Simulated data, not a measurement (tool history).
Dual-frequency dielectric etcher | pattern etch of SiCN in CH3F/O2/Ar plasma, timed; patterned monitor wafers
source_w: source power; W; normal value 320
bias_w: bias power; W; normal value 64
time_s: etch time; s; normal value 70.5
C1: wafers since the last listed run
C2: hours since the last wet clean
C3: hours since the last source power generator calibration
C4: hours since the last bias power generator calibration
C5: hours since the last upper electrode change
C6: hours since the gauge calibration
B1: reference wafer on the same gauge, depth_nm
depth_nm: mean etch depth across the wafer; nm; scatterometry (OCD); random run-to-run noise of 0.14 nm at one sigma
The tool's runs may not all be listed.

run 1 hour=0 | source_w=320 bias_w=64 time_s=70.5 | C1=0 C2=56.8 C3=1855.7 C4=1542.8 C5=4377.3 C6=381.1 | B1=20.12 | depth_nm=24.46
run 2 hour=16 | source_w=320 bias_w=64 time_s=70.5 | C1=229 C2=72.8 C3=1871.7 C4=1558.8 C5=4393.3 C6=397.1 | B1=20.11 | depth_nm=24.63
run 3 hour=36.4 | source_w=320 bias_w=64 time_s=70.5 | C1=293 C2=93.2 C3=1892.1 C4=1579.2 C5=4413.7 C6=417.5 | B1=20.11 | depth_nm=24.72
run 4 hour=62.6 | source_w=370 bias_w=64 time_s=70.5 | C1=376 C2=119.4 C3=1918.3 C4=1605.4 C5=4439.9 C6=443.7 | B1=20.13 | depth_nm=25.82
run 5 hour=78.9 | source_w=320 bias_w=64 time_s=70.5 | C1=234 C2=135.7 C3=1934.6 C4=1621.7 C5=4456.2 C6=460 | B1=20.08 | depth_nm=24.59
run 6 hour=103.7 | source_w=320 bias_w=64 time_s=70.5 | C1=356 C2=160.5 C3=1959.4 C4=1646.5 C5=4481 C6=484.8 | B1=20.11 | depth_nm=24.32
-- hour=131.7 gauge calibrated
run 7 hour=134.5 | source_w=320 bias_w=64 time_s=70.5 | C1=442 C2=191.3 C3=1990.2 C4=1677.3 C5=4511.8 C6=2.8 | B1=20.09 | depth_nm=24.38
run 8 hour=158.9 | source_w=320 bias_w=64 time_s=59.5 | C1=350 C2=215.7 C3=2014.6 C4=1701.7 C5=4536.2 C6=27.2 | B1=20.11 | depth_nm=20.44
run 9 hour=171.9 | source_w=320 bias_w=64 time_s=70.5 | C1=186 C2=228.7 C3=2027.6 C4=1714.7 C5=4549.2 C6=40.2 | B1=20.09 | depth_nm=24.18
run 10 hour=188.5 | source_w=320 bias_w=64 time_s=70.5 | C1=238 C2=245.3 C3=2044.2 C4=1731.3 C5=4565.8 C6=56.8 | B1=20.1 | depth_nm=24.14
run 11 hour=222.1 | source_w=320 bias_w=64 time_s=70.5 | C1=482 C2=278.9 C3=2077.8 C4=1764.9 C5=4599.4 C6=90.4 | B1=20.15 | depth_nm=24.27
run 12 hour=237.9 | source_w=320 bias_w=64 time_s=70.5 | C1=227 C2=294.7 C3=2093.6 C4=1780.7 C5=4615.2 C6=106.2 | B1=20.09 | depth_nm=24.29
run 13 hour=267.3 | source_w=380 bias_w=64 time_s=70.5 | C1=422 C2=324.1 C3=2123 C4=1810.1 C5=4644.6 C6=135.6 | B1=20.12 | depth_nm=25.78
run 14 hour=279.8 | source_w=380 bias_w=64 time_s=70.5 | C1=179 C2=336.6 C3=2135.5 C4=1822.6 C5=4657.1 C6=148.1 | B1=20.05 | depth_nm=25.66
run 15 hour=295.2 | source_w=320 bias_w=75 time_s=61.5 | C1=221 C2=352 C3=2150.9 C4=1838 C5=4672.5 C6=163.5 | B1=20.08 | depth_nm=22.08
-- hour=304.9 source power generator calibrated
run 16 hour=315.4 | source_w=320 bias_w=64 time_s=70.5 | C1=232 C2=372.2 C3=10.5 C4=1858.2 C5=4692.7 C6=183.7 | B1=20.08 | depth_nm=23.69
run 17 hour=333.4 | source_w=380 bias_w=60 time_s=70.5 | C1=258 C2=390.2 C3=28.5 C4=1876.2 C5=4710.7 C6=201.7 | B1=20.1 | depth_nm=25.08
run 18 hour=348.7 | source_w=290 bias_w=51 time_s=89.5 | C1=219 C2=405.5 C3=43.8 C4=1891.5 C5=4726 C6=217 | B1=20.07 | depth_nm=26.83
run 19 hour=377.7 | source_w=260 bias_w=59 time_s=89 | C1=416 C2=434.5 C3=72.8 C4=1920.5 C5=4755 C6=246 | B1=20.13 | depth_nm=27.04
run 20 hour=406.2 | source_w=320 bias_w=54 time_s=78.5 | C1=409 C2=463 C3=101.3 C4=1949 C5=4783.5 C6=274.5 | B1=20.11 | depth_nm=24.88
run 21 hour=438.8 | source_w=290 bias_w=51 time_s=89.5 | C1=468 C2=495.6 C3=133.9 C4=1981.6 C5=4816.1 C6=307.1 | B1=20.08 | depth_nm=26.58
run 22 hour=454.3 | source_w=270 bias_w=64 time_s=70.5 | C1=222 C2=511.1 C3=149.4 C4=1997.1 C5=4831.6 C6=322.6 | B1=20.08 | depth_nm=22.16
-- hour=496.3 wet clean of the chamber
run 23 hour=496.8 | source_w=320 bias_w=72 time_s=70.5 | C1=265 C2=0.5 C3=191.9 C4=2039.6 C5=4874.1 C6=365.1 | B1=20.05 | depth_nm=25.84
-- hour=526 upper electrode replaced
run 24 hour=526.5 | source_w=320 bias_w=64 time_s=70.5 | C1=81 C2=30.2 C3=221.6 C4=2069.3 C5=0.5 C6=394.8 | B1=20.09 | depth_nm=25.02
run 25 hour=549.6 | source_w=370 bias_w=69 time_s=70.5 | C1=332 C2=53.3 C3=244.7 C4=2092.4 C5=23.6 C6=417.9 | B1=20.12 | depth_nm=27.06
run 26 hour=568.1 | source_w=320 bias_w=64 time_s=50 | C1=265 C2=71.8 C3=263.2 C4=2110.9 C5=42.1 C6=436.4 | B1=20.11 | depth_nm=17.79
-- hour=597 gauge calibrated
-- hour=641.2 bias power generator calibrated
run 27 hour=643.3 | source_w=320 bias_w=64 time_s=70.5 | C1=1023 C2=147 C3=338.4 C4=2.1 C5=117.3 C6=46.3 | B1=20.05 | depth_nm=24.69
run 28 hour=744.5 | source_w=320 bias_w=64 time_s=70.5 | C1=1454 C2=248.2 C3=439.6 C4=103.3 C5=218.5 C6=147.5 | B1=20.08 | depth_nm=24.61
run 29 hour=774.7 | source_w=250 bias_w=64 time_s=82.5 | C1=434 C2=278.4 C3=469.8 C4=133.5 C5=248.7 C6=177.7 | B1=20.16 | depth_nm=25.72
run 30 hour=797.3 | source_w=320 bias_w=64 time_s=70.5 | C1=324 C2=301 C3=492.4 C4=156.1 C5=271.3 C6=200.3 | B1=20.07 | depth_nm=24.42
run 31 hour=822.3 | source_w=320 bias_w=78 time_s=70.5 | C1=359 C2=326 C3=517.4 C4=181.1 C5=296.3 C6=225.3 | B1=20.13 | depth_nm=26.48

Forecast each of these 3 alternatives for the next run:
run A hour=822.7 | source_w=320 bias_w=64 time_s=90.5 | C1=5 C2=326.4 C3=517.8 C4=181.5 C5=296.7 C6=225.7 | B1=? | depth_nm=?
run B hour=822.7 | source_w=280 bias_w=58 time_s=70.5 | C1=5 C2=326.4 C3=517.8 C4=181.5 C5=296.7 C6=225.7 | B1=? | depth_nm=?
run C hour=822.7 | source_w=360 bias_w=55 time_s=64 | C1=5 C2=326.4 C3=517.8 C4=181.5 C5=296.7 C6=225.7 | B1=? | depth_nm=?

run=A B1=20.13 depth_nm=31.41
run=B B1=20.13 depth_nm=22.31
run=C B1=20.13 depth_nm=22
Without the tool's unlogged condition, the same runs would have read:
run=A depth_nm=32.12
run=B depth_nm=22.82
run=C depth_nm=22.5
